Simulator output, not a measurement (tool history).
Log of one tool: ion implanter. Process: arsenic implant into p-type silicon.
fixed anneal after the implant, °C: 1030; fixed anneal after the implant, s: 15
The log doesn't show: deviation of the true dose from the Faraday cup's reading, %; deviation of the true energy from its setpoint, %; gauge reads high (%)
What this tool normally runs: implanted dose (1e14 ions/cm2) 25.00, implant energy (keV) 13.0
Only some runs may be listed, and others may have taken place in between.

| run | day | implanted dose (1e14 ions/cm2) | implant energy (keV) | wafers since the last listed run | hours since the last dose calibration | hours since the extraction supply was calibrated | hours since the gauge calibration | read-back reference wafer on the same gauge, sheet resistance | sheet resistance of the implanted and annealed layer (ohm/square) |
|---|---|---|---|---|---|---|---|---|---|
| 1 | 0.000 | 25.00 | 13.0 | 0 | 443.8 | 3932.3 | 96.6 | 70.92 | 87.09 |
| 2 | 0.725 | 25.00 | 13.0 | 270 | 461.2 | 3949.7 | 114.0 | 70.91 | 87.20 |
| 3 | 1.350 | 25.00 | 16.0 | 233 | 476.2 | 3964.7 | 129.0 | 70.92 | 83.78 |
| 4 | 1.804 | 25.00 | 16.0 | 169 | 487.1 | 3975.6 | 139.9 | 70.91 | 83.72 |
| 5 | 2.238 | 25.00 | 10.0 | 161 | 497.5 | 3986.0 | 150.3 | 70.92 | 90.62 |
| 6 | 2.688 | 25.00 | 10.0 | 167 | 508.3 | 3996.8 | 161.1 | 70.91 | 90.66 |
| 7 | 3.096 | 25.00 | 11.0 | 152 | 518.1 | 4006.6 | 170.9 | 70.93 | 89.77 |
| 8 | 3.400 | 25.00 | 13.0 | 113 | 525.4 | 4013.9 | 178.2 | 70.89 | 87.23 |
| 9 | 3.812 | 25.00 | 13.0 | 153 | 535.3 | 4023.8 | 188.1 | 70.92 | 87.49 |
|  | 4.229 | extraction supply calibrated |
| 10 | 4.250 | 25.00 | 16.5 | 38 | 545.8 | 0.5 | 198.6 | 70.89 | 82.99 |
|  | 4.458 | gauge calibrated |
|  | 5.288 | Faraday cup replaced and dose calibrated |
| 11 | 5.308 | 27.15 | 11.0 | 270 | 0.5 | 25.9 | 20.4 | 70.87 | 88.37 |
| 12 | 5.704 | 25.00 | 13.0 | 147 | 10.0 | 35.4 | 29.9 | 70.89 | 87.44 |
| 13 | 6.121 | 25.00 | 13.0 | 155 | 20.0 | 45.4 | 39.9 | 70.89 | 87.37 |
| 14 | 7.292 | 22.05 | 13.0 | 436 | 48.1 | 73.5 | 68.0 | 70.92 | 89.20 |
| 15 | 7.712 | 30.87 | 9.0 | 156 | 58.2 | 83.6 | 78.1 | 70.90 | 89.14 |
| 16 | 8.154 | 29.98 | 11.5 | 164 | 68.8 | 94.2 | 88.7 | 70.90 | 86.66 |
| 17 | 8.471 | 25.00 | 13.0 | 118 | 76.4 | 101.8 | 96.3 | 70.91 | 87.41 |
| 18 | 8.946 | 18.15 | 13.0 | 177 | 87.8 | 113.2 | 107.7 | 70.90 | 92.88 |
| 19 | 9.250 | 25.00 | 13.0 | 113 | 95.1 | 120.5 | 115.0 | 70.91 | 87.19 |

5 ways to go on from here, each from the tool as it stands after run 19. What would each give?
| A | 9.267 | 25.00 | 13.0 | 6 | 95.5 | 120.9 | 115.4 | ? | ? |
| B | 9.267 | 25.00 | 11.5 | 6 | 95.5 | 120.9 | 115.4 | ? | ? |
| C | 9.267 | 25.00 | 9.5 | 6 | 95.5 | 120.9 | 115.4 | ? | ? |
| D | 9.267 | 28.42 | 9.0 | 6 | 95.5 | 120.9 | 115.4 | ? | ? |
| E | 9.267 | 18.29 | 14.5 | 6 | 95.5 | 120.9 | 115.4 | ? | ? |

| run | read-back reference wafer on the same gauge, sheet resistance | sheet resistance of the implanted and annealed layer (ohm/square) |
|---|---|---|
| A | 70.90 | 87.17 |
| B | 70.90 | 88.95 |
| C | 70.90 | 91.27 |
| D | 70.90 | 90.00 |
| E | 70.90 | 90.75 |
The same runs, with their run-to-run variation unchanged, on a tool lacking any hidden condition would have given:
| run | sheet resistance of the implanted and annealed layer (ohm/square) |
|---|---|
| A | 87.17 |
| B | 88.95 |
| C | 91.27 |
| D | 90.00 |
| E | 90.75 |
